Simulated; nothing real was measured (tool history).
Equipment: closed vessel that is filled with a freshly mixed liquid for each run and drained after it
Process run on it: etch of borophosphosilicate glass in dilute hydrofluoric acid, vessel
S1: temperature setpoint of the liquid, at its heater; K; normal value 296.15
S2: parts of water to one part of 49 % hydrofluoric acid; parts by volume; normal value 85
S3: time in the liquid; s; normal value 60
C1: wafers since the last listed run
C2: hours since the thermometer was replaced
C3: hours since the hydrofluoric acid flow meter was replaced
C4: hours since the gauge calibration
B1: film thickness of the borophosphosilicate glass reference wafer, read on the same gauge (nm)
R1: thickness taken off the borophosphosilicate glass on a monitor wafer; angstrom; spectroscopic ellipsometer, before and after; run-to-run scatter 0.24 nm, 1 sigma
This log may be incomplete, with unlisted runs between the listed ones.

Run 1, day 0: usual settings but S1 293.15 K; C1 0; C2 73.5; C3 377.6; C4 329.8; B1 40.04. Result: R1 394.9 angstrom.
Run 2, day 1.008: usual settings but S1 293.15 K; C1 1795; C2 97.7; C3 401.8; C4 354; B1 39.97. Result: R1 395.8 angstrom.
Run 3, day 2.333: usual settings; C1 2359; C2 129.5; C3 433.6; C4 385.8; B1 39.97. Result: R1 454.1 angstrom.
At day 3.275: gauge calibrated.
Run 4, day 3.758: usual settings; C1 2538; C2 163.7; C3 467.8; C4 11.6; B1 40.02. Result: R1 446 angstrom.
Run 5, day 4.958: usual settings; C1 2137; C2 192.5; C3 496.6; C4 40.4; B1 40.04. Result: R1 449.5 angstrom.
Run 6, day 6.396: usual settings; C1 2560; C2 227; C3 531.1; C4 74.9; B1 40.03. Result: R1 452.1 angstrom.
Run 7, day 7.058: usual settings but S2 55 parts by volume; C1 1179; C2 242.9; C3 547; C4 90.8; B1 40.02. Result: R1 727.5 angstrom.
Run 8, day 8.117: usual settings; C1 1884; C2 268.3; C3 572.4; C4 116.2; B1 40. Result: R1 451.6 angstrom.
Run 9, day 9.583: usual settings; C1 2612; C2 303.5; C3 607.6; C4 151.4; B1 40.01. Result: R1 456.7 angstrom.
Run 10, day 10.712: usual settings but S3 45 s; C1 2011; C2 330.6; C3 634.7; C4 178.5; B1 40.01. Result: R1 339.2 angstrom.
Run 11, day 11.733: usual settings but S3 45 s; C1 1818; C2 355.1; C3 659.2; C4 203; B1 40.01. Result: R1 339.1 angstrom.
Run 12, day 12.583: usual settings but S2 60 parts by volume, S3 75 s; C1 1513; C2 375.5; C3 679.6; C4 223.4; B1 39.99. Result: R1 829.6 angstrom.
At day 12.725: hydrofluoric acid flow meter replaced.
Run 13, day 13.658: usual settings but S3 30 s; C1 1840; C2 401.3; C3 22.4; C4 249.2; B1 40.04. Result: R1 229.1 angstrom.
Run 14, day 15.108: usual settings but S3 30 s; C1 2582; C2 436.1; C3 57.2; C4 284; B1 40.02. Result: R1 229.1 angstrom.
Run 15, day 15.738: usual settings but S1 298.15 K, S2 100 parts by volume, S3 30 s; C1 1120; C2 451.2; C3 72.3; C4 299.1; B1 40. Result: R1 207 angstrom.
Run 16, day 16.925: usual settings but S1 299.65 K, S2 100 parts by volume; C1 2115; C2 479.7; C3 100.8; C4 327.6; B1 40.01. Result: R1 437 angstrom.
At day 16.988: thermometer replaced.
At day 17.217: gauge calibrated.
Run 17, day 17.6: usual settings but S2 100 parts by volume; C1 1128; C2 14.7; C3 117; C4 9.2; B1 39.98. Result: R1 372 angstrom.
Run 18, day 18.379: usual settings but S1 293.15 K, S2 100 parts by volume, S3 35 s; C1 1387; C2 33.4; C3 135.7; C4 27.9; B1 40.01. Result: R1 192 angstrom.
Run 19, day 19.475: usual settings but S1 300.65 K, S2 60 parts by volume; C1 1951; C2 59.7; C3 162; C4 54.2; B1 39.99. Result: R1 778.1 angstrom.
Run 20, day 20.217: usual settings but S1 300.15 K, S2 55 parts by volume, S3 45 s; C1 1320; C2 77.5; C3 179.8; C4 72; B1 39.99. Result: R1 633.3 angstrom.
Run 21, day 20.942: usual settings but S1 299.65 K, S2 105 parts by volume, S3 75 s; C1 1291; C2 94.9; C3 197.2; C4 89.4; B1 40.01. Result: R1 503.8 angstrom.
Run 22, day 21.55: usual settings; C1 1083; C2 109.5; C3 211.8; C4 104; B1 39.99. Result: R1 449.7 angstrom.
Run 23, day 22.062: usual settings but S1 299.65 K, S2 105 parts by volume, S3 75 s; C1 912; C2 121.8; C3 224.1; C4 116.3; B1 40. Result: R1 504.9 angstrom.
Run 24, day 23.225: usual settings; C1 2070; C2 149.7; C3 252; C4 144.2; B1 39.98. Result: R1 445.9 angstrom.

4 ways to go on from here, each from the tool as it stands after run 24. What would each give?
Run A, day 23.254: usual settings; C1 51; C2 150.4; C3 252.7; C4 144.9; B1 ?. Result: R1 ?.
Run B, day 23.254: usual settings but S2 45 parts by volume; C1 51; C2 150.4; C3 252.7; C4 144.9; B1 ?. Result: R1 ?.
Run C, day 23.254: usual settings but S1 293.15 K, S2 115 parts by volume, S3 70 s; C1 51; C2 150.4; C3 252.7; C4 144.9; B1 ?. Result: R1 ?.
Run D, day 23.254: usual settings but S2 55 parts by volume, S3 95 s; C1 51; C2 150.4; C3 252.7; C4 144.9; B1 ?. Result: R1 ?.

run     B1      R1
  A  39.99   450.9
  B  39.99   896.1
  C  39.99   332.5
  D  39.99  1145.8
Had the tool no hidden state, the same runs would have come out as:
run      R1
  A   447.6
  B   889.4
  C   330.1
  D  1137.4
